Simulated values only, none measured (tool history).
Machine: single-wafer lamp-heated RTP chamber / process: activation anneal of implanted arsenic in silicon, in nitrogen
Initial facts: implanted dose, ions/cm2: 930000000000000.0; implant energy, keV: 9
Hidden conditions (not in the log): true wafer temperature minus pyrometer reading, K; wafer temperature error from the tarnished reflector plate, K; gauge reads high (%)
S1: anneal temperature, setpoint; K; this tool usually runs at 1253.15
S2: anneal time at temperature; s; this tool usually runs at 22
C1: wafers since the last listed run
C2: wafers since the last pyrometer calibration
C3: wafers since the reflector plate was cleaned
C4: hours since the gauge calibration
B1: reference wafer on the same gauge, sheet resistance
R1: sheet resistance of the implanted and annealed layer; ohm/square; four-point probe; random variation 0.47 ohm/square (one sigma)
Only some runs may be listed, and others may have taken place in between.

{"run": 1, "hour": 0.0, "S1": 1253.15, "S2": 22, "C1": 0, "C2": 63, "C3": 6330, "C4": 592.9, "B1": 172.94, "R1": 185.34}
{"run": 2, "hour": 35.2, "S1": 1253.15, "S2": 22, "C1": 575, "C2": 638, "C3": 6905, "C4": 628.1, "B1": 172.94, "R1": 186.07}
{"run": 3, "hour": 63.6, "S1": 1253.15, "S2": 22, "C1": 463, "C2": 1102, "C3": 7369, "C4": 656.5, "B1": 172.73, "R1": 185.96}
{"run": 4, "hour": 83.4, "S1": 1253.15, "S2": 22, "C1": 323, "C2": 1426, "C3": 7692, "C4": 676.3, "B1": 173.02, "R1": 185.93}
{"run": 5, "hour": 100.6, "S1": 1253.15, "S2": 22, "C1": 280, "C2": 1707, "C3": 7973, "C4": 693.5, "B1": 173.06, "R1": 186.33}
{"run": 6, "hour": 131.3, "S1": 1253.15, "S2": 22, "C1": 501, "C2": 2208, "C3": 8475, "C4": 724.2, "B1": 173.01, "R1": 187.04}
{"run": 7, "hour": 153.0, "S1": 1253.15, "S2": 22, "C1": 354, "C2": 2563, "C3": 8829, "C4": 745.9, "B1": 173.02, "R1": 185.98}
{"hour": 192.6, "done": "pyrometer window cleaned and pyrometer calibrated"}
{"run": 8, "hour": 193.1, "S1": 1253.15, "S2": 22, "C1": 524, "C2": 7, "C3": 9354, "C4": 786, "B1": 173.2, "R1": 186.5}
{"run": 9, "hour": 197.5, "S1": 1253.15, "S2": 22, "C1": 71, "C2": 79, "C3": 9426, "C4": 790.4, "B1": 172.9, "R1": 186.17}
{"hour": 211.5, "done": "gauge calibrated"}
{"run": 10, "hour": 214.2, "S1": 1253.15, "S2": 22, "C1": 272, "C2": 352, "C3": 9698, "C4": 2.7, "B1": 169.31, "R1": 181.84}
{"run": 11, "hour": 228.0, "S1": 1253.15, "S2": 22, "C1": 225, "C2": 578, "C3": 9924, "C4": 16.5, "B1": 169.46, "R1": 182.2}
{"run": 12, "hour": 259.8, "S1": 1253.15, "S2": 22, "C1": 519, "C2": 1097, "C3": 10443, "C4": 48.3, "B1": 170, "R1": 182.85}
{"run": 13, "hour": 280.0, "S1": 1281.15, "S2": 34, "C1": 329, "C2": 1427, "C3": 10773, "C4": 68.5, "B1": 170.32, "R1": 150.9}
{"run": 14, "hour": 296.3, "S1": 1253.15, "S2": 32, "C1": 266, "C2": 1693, "C3": 11040, "C4": 84.8, "B1": 170.42, "R1": 174.25}
{"run": 15, "hour": 311.8, "S1": 1230.15, "S2": 22, "C1": 253, "C2": 1947, "C3": 11293, "C4": 100.3, "B1": 170.71, "R1": 201.32}
{"run": 16, "hour": 342.1, "S1": 1273.15, "S2": 9, "C1": 494, "C2": 2442, "C3": 11788, "C4": 130.6, "B1": 171.17, "R1": 191.37}
{"hour": 365.2, "done": "pyrometer window cleaned and pyrometer calibrated"}
{"run": 17, "hour": 377.5, "S1": 1266.15, "S2": 22, "C1": 447, "C2": 201, "C3": 12235, "C4": 166, "B1": 171.37, "R1": 174.7}
{"run": 18, "hour": 412.8, "S1": 1253.15, "S2": 17, "C1": 576, "C2": 778, "C3": 12812, "C4": 201.3, "B1": 171.7, "R1": 190.62}
{"hour": 442.7, "done": "reflector plate cleaned"}
{"run": 19, "hour": 486.1, "S1": 1244.15, "S2": 12, "C1": 1066, "C2": 1844, "C3": 709, "C4": 274.6, "B1": 172.19, "R1": 206.86}
{"run": 20, "hour": 512.2, "S1": 1253.15, "S2": 22, "C1": 426, "C2": 2271, "C3": 1135, "C4": 300.7, "B1": 172.39, "R1": 186.33}
{"hour": 531.1, "done": "pyrometer window cleaned and pyrometer calibrated"}
{"run": 21, "hour": 543.4, "S1": 1282.15, "S2": 13, "C1": 378, "C2": 201, "C3": 1514, "C4": 331.9, "B1": 172.51, "R1": 177.17}
{"run": 22, "hour": 566.2, "S1": 1253.15, "S2": 22, "C1": 372, "C2": 574, "C3": 1887, "C4": 354.7, "B1": 172.59, "R1": 186.77}
{"run": 23, "hour": 629.2, "S1": 1253.15, "S2": 22, "C1": 1029, "C2": 1603, "C3": 2916, "C4": 417.7, "B1": 172.78, "R1": 185.28}
{"run": 24, "hour": 649.0, "S1": 1237.15, "S2": 28, "C1": 323, "C2": 1926, "C3": 3239, "C4": 437.5, "B1": 172.74, "R1": 193.26}

Forecast each of these 4 alternatives for the next run:
{"run": "A", "hour": 649.4, "S1": 1253.15, "S2": 35, "C1": 6, "C2": 1933, "C3": 3246, "C4": 437.9, "B1": "?", "R1": "?"}
{"run": "B", "hour": 649.4, "S1": 1253.15, "S2": 29, "C1": 6, "C2": 1933, "C3": 3246, "C4": 437.9, "B1": "?", "R1": "?"}
{"run": "C", "hour": 649.4, "S1": 1283.15, "S2": 32, "C1": 6, "C2": 1933, "C3": 3246, "C4": 437.9, "B1": "?", "R1": "?"}
{"run": "D", "hour": 649.4, "S1": 1269.15, "S2": 18, "C1": 6, "C2": 1933, "C3": 3246, "C4": 437.9, "B1": "?", "R1": "?"}

run=A B1=172.94 R1=173.91
run=B B1=172.94 R1=178.95
run=C B1=172.94 R1=153.1
run=D B1=172.94 R1=178.87
Without the tool's hidden state the same runs would have given:
run=A R1=169.94
run=B R1=174.86
run=C R1=149.6
run=D R1=174.79
